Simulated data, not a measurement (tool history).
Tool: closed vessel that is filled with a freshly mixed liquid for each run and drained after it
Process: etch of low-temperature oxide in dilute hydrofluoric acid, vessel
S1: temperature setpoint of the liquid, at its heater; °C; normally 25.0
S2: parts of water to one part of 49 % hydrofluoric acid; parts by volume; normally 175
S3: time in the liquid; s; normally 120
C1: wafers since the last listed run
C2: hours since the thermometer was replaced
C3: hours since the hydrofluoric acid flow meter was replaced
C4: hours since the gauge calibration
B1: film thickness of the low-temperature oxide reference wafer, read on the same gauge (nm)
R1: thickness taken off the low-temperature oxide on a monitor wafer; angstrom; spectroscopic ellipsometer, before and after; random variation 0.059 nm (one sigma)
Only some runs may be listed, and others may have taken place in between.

run,hour,S1,S2,S3,C1,C2,C3,C4,B1,R1
1,0.0,25.0,175,120,0,318.4,1130.4,855.8,30.02,70.0
2,45.9,25.0,175,120,4738,364.3,1176.3,901.7,30.00,70.3
3,111.7,25.0,175,70,6793,430.1,1242.1,967.5,30.01,40.5
4,159.9,25.0,175,70,4976,478.3,1290.3,1015.7,30.00,40.5
5,215.7,25.0,175,70,5760,534.1,1346.1,1071.5,29.95,40.7
6,259.3,25.0,175,100,4501,577.7,1389.7,1115.1,30.00,58.3
7,292.6,25.0,175,100,3437,611.0,1423.0,1148.4,30.03,58.1
8,354.3,25.0,175,100,6369,672.7,1484.7,1210.1,29.99,58.7
9,412.2,25.0,175,120,5977,730.6,1542.6,1268.0,29.97,68.5
10,441.2,25.0,175,120,2993,759.6,1571.6,1297.0,29.98,69.9
11,473.2,25.0,175,120,3303,791.6,1603.6,1329.0,29.97,69.3
# hour 494.5: gauge calibrated
12,502.5,25.0,175,120,3024,820.9,1632.9,8.0,30.02,68.2
13,564.5,25.0,175,120,6400,882.9,1694.9,70.0,30.03,69.0
14,681.5,25.0,175,120,12079,999.9,1811.9,187.0,30.00,68.5
# hour 725.4: hydrofluoric acid flow meter replaced
15,729.2,25.0,220,120,4821,1047.6,3.8,234.7,30.00,55.1
16,795.0,25.0,220,120,6793,1113.4,69.6,300.5,30.03,54.8
17,841.7,22.5,150,120,4821,1160.1,116.3,347.2,30.02,80.4
18,868.7,25.0,175,90,2787,1187.1,143.3,374.2,30.00,53.6
19,939.7,25.0,175,120,7330,1258.1,214.3,445.2,29.99,72.4
20,964.1,27.5,140,75,2519,1282.5,238.7,469.6,29.99,64.9
21,1014.2,25.0,175,70,5172,1332.6,288.8,519.7,30.01,42.2
# hour 1051.8: thermometer replaced
22,1052.3,27.5,220,165,3830,0.5,326.9,557.8,30.05,81.8
23,1100.2,29.0,260,95,4945,48.4,374.8,605.7,29.99,40.3
24,1143.7,27.0,115,50,4490,91.9,418.3,649.2,29.96,52.7
25,1198.2,25.0,175,120,5626,146.4,472.8,703.7,30.03,71.3
26,1244.8,28.5,265,80,4811,193.0,519.4,750.3,30.02,31.8
27,1291.6,20.5,175,145,4831,239.8,566.2,797.1,30.01,72.9
28,1355.8,25.0,175,120,6628,304.0,630.4,861.3,30.05,70.7
29,1427.3,29.5,200,70,7381,375.5,701.9,932.8,30.03,41.6
30,1470.1,22.5,175,160,4418,418.3,744.7,975.6,29.97,86.5
31,1524.4,29.0,130,75,5606,472.6,799.0,1029.9,29.97,72.6
32,1596.3,27.5,265,75,7423,544.5,870.9,1101.8,30.00,29.0

Measured minus without-hidden-state, run by run (identical run-to-run variation in each term; gauge scatter may differ):
Hidden conditions of the tool in this case: liquid hotter than its thermometer reads (K); hydrofluoric acid flow below the setpoint (%); gauge reads high (%).
run,R1
1,-2.5
2,-2.5
3,-1.5
4,-1.6
5,-1.7
6,-2.4
7,-2.4
8,-2.5
9,-3.2
10,-3.2
11,-3.3
12,-3.3
13,-3.4
14,-3.6
15,-0.1
16,-0.2
17,-0.3
18,-0.3
19,-0.4
20,-0.4
21,-0.3
22,-0.8
23,-0.4
24,-0.6
25,-0.9
26,-0.5
27,-1.1
28,-1.2
29,-0.8
30,-1.7
31,-1.5
32,-0.7
